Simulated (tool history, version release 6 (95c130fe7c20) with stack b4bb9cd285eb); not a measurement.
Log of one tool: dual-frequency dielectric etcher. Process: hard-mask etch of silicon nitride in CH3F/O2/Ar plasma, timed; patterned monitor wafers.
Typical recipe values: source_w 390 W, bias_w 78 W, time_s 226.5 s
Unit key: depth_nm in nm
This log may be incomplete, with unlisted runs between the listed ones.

| run | hour | source_w | bias_w | time_s | wafers since the last listed run | hours since the last wet clean | hours since the last source power generator calibration | hours since the last bias power generator calibration | hours since the last upper electrode change | hours since the gauge calibration | read-back reference wafer on the same gauge, depth_nm | depth_nm |
|---|---|---|---|---|---|---|---|---|---|---|---|---|
| 1 | 0 | 390 | 93 | 226.5 | 0 | 361.2 | 1091.3 | 2352.1 | 4045 | 2254 | 131.7 | 170 |
| 2 | 87.4 | 390 | 93 | 226.5 | 369 | 448.6 | 1178.7 | 2439.5 | 4132.4 | 2341.4 | 132.1 | 170.7 |
| 3 | 169.6 | 390 | 78 | 226.5 | 347 | 530.8 | 1260.9 | 2521.7 | 4214.6 | 2423.6 | 131.9 | 155 |
| 4 | 277.3 | 390 | 78 | 226.5 | 455 | 638.5 | 1368.6 | 2629.4 | 4322.3 | 2531.3 | 131.9 | 154 |
|  | 339 | wet clean of the chamber |
| 5 | 380.7 | 390 | 69 | 226.5 | 335 | 41.7 | 1472 | 2732.8 | 4425.7 | 2634.7 | 132 | 145.4 |
| 6 | 430.6 | 390 | 69 | 226.5 | 211 | 91.6 | 1521.9 | 2782.7 | 4475.6 | 2684.6 | 131.7 | 145.9 |
|  | 457.2 | gauge calibrated |
| 7 | 472.4 | 390 | 78 | 226.5 | 176 | 133.4 | 1563.7 | 2824.5 | 4517.4 | 15.2 | 132.1 | 153 |
| 8 | 570.5 | 390 | 94 | 226.5 | 414 | 231.5 | 1661.8 | 2922.6 | 4615.5 | 113.3 | 131.6 | 170.1 |
| 9 | 613.8 | 390 | 78 | 247 | 183 | 274.8 | 1705.1 | 2965.9 | 4658.8 | 156.6 | 132.2 | 168.5 |
| 10 | 693.9 | 460 | 72 | 226.5 | 338 | 354.9 | 1785.2 | 3046 | 4738.9 | 236.7 | 132.2 | 157.6 |
| 11 | 743.6 | 480 | 73 | 207 | 210 | 404.6 | 1834.9 | 3095.7 | 4788.6 | 286.4 | 132.1 | 147.2 |
| 12 | 824.2 | 390 | 78 | 226.5 | 340 | 485.2 | 1915.5 | 3176.3 | 4869.2 | 367 | 132.2 | 155.1 |
|  | 874.4 | upper electrode replaced |
| 13 | 905.2 | 480 | 85 | 200.5 | 241 | 566.2 | 1996.5 | 3257.3 | 30.8 | 448 | 131.9 | 155.3 |
| 14 | 950.7 | 390 | 84 | 226.5 | 192 | 611.7 | 2042 | 3302.8 | 76.3 | 493.5 | 131.9 | 158.7 |
| 15 | 1025.4 | 320 | 59 | 226.5 | 315 | 686.4 | 2116.7 | 3377.5 | 151 | 568.2 | 132 | 125.5 |
|  | 1052.5 | wet clean of the chamber |
| 16 | 1067.9 | 450 | 84 | 201.5 | 78 | 15.4 | 2159.2 | 3420 | 193.5 | 610.7 | 131.8 | 150.1 |
| 17 | 1105 | 440 | 78 | 226.5 | 156 | 52.5 | 2196.3 | 3457.1 | 230.6 | 647.8 | 132 | 160.8 |
| 18 | 1148.2 | 390 | 98 | 226.5 | 182 | 95.7 | 2239.5 | 3500.3 | 273.8 | 691 | 131.6 | 174.5 |
| 19 | 1437.4 | 390 | 78 | 226.5 | 1223 | 384.9 | 2528.7 | 3789.5 | 563 | 980.2 | 131.6 | 153.4 |
| 20 | 1511.8 | 320 | 87 | 201 | 314 | 459.3 | 2603.1 | 3863.9 | 637.4 | 1054.6 | 131.8 | 134.7 |
| 21 | 1575.7 | 480 | 93 | 251.5 | 270 | 523.2 | 2667 | 3927.8 | 701.3 | 1118.5 | 132.4 | 200.7 |
|  | 1589.3 | source power generator calibrated |
| 22 | 1627.6 | 390 | 78 | 226.5 | 202 | 575.1 | 38.3 | 3979.7 | 753.2 | 1170.4 | 131.7 | 153.5 |
|  | 1663.2 | bias power generator calibrated |
| 23 | 1723.5 | 390 | 78 | 194 | 388 | 671 | 134.2 | 60.3 | 849.1 | 1266.3 | 132.1 | 132.2 |
|  | 1805.7 | wet clean of the chamber |
| 24 | 1806.2 | 390 | 78 | 226.5 | 248 | 0.5 | 216.9 | 143 | 931.8 | 1349 | 132 | 153.2 |
| 25 | 1865.8 | 300 | 89 | 226.5 | 252 | 60.1 | 276.5 | 202.6 | 991.4 | 1408.6 | 131.7 | 150.1 |
| 26 | 1934.5 | 480 | 85 | 270 | 290 | 128.8 | 345.2 | 271.3 | 1060.1 | 1477.3 | 131.7 | 206 |
| 27 | 2027 | 390 | 78 | 283.5 | 391 | 221.3 | 437.7 | 363.8 | 1152.6 | 1569.8 | 132.3 | 193.2 |
| 28 | 2112.3 | 430 | 73 | 196 | 360 | 306.6 | 523 | 449.1 | 1237.9 | 1655.1 | 131.8 | 133.2 |
| 29 | 2185.5 | 480 | 97 | 226.5 | 309 | 379.8 | 596.2 | 522.3 | 1311.1 | 1728.3 | 132.1 | 182.8 |
| 30 | 2263.4 | 390 | 78 | 226.5 | 329 | 457.7 | 674.1 | 600.2 | 1389 | 1806.2 | 131.9 | 152.7 |
| 31 | 2346.9 | 390 | 78 | 275 | 353 | 541.2 | 757.6 | 683.7 | 1472.5 | 1889.7 | 132.3 | 187.6 |

Hidden condition of the tool, last listed run before each entry between runs versus first listed run after:
Run 4 -> run 5: wet clean of the chamber (hour 339)
  no hidden state differs between the two runs
Run 6 -> run 7: gauge calibrated (hour 457.2)
  no hidden state differs between the two runs
Run 12 -> run 13: upper electrode replaced (hour 874.4)
  no hidden state differs between the two runs
Run 15 -> run 16: wet clean of the chamber (hour 1052.5)
  no hidden state differs between the two runs
Run 21 -> run 22: source power generator calibrated (hour 1589.3)
  no hidden state differs between the two runs
Run 22 -> run 23: bias power generator calibrated (hour 1663.2)
  no hidden state differs between the two runs
Run 23 -> run 24: wet clean of the chamber (hour 1805.7)
  no hidden state differs between the two runs
